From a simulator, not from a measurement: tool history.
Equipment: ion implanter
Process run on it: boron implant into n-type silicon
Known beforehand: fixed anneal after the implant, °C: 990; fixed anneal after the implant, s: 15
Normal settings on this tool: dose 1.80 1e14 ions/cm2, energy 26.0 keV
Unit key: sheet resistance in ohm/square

run,hour,dose,energy,"read-back reference wafer on the same gauge, sheet resistance",sheet resistance
1,0.0,1.68,20.0,405.86,538.08
2,100.0,1.68,20.0,406.00,541.87
# hour 132.9: gauge calibrated
3,176.3,1.68,20.0,405.98,538.29
# hour 189.2: Faraday cup replaced and dose calibrated
4,243.8,1.80,26.0,406.13,484.33
5,341.5,2.13,22.5,406.11,438.04
6,440.9,2.13,22.5,406.13,436.88
7,546.0,2.13,22.5,406.17,439.98
8,616.8,1.80,26.0,406.08,488.21
9,694.3,1.80,26.0,406.18,488.00
10,1008.6,1.80,21.0,405.97,506.10
11,1050.7,1.80,21.0,406.10,507.77
12,1145.0,1.80,21.0,405.87,506.06
13,1229.5,1.80,26.0,406.03,491.61
# hour 1330.0: Faraday cup replaced and dose calibrated
14,1346.4,1.39,35.0,406.07,559.23
15,1391.2,2.31,32.0,406.07,394.86
16,1468.8,1.59,30.0,406.08,521.26
17,1541.8,1.80,30.5,406.23,476.27
# hour 1580.2: extraction supply calibrated
18,1610.6,2.14,19.5,406.02,445.72

Run 19 has not been measured yet. What should we expect?
19,1655.6,2.13,22.5,?,?

read-back reference wafer on the same gauge, sheet resistance: 405.99
sheet resistance: 437.10 ohm/square
Without the tool's hidden state the same run would have given sheet resistance 434.35 ohm/square.
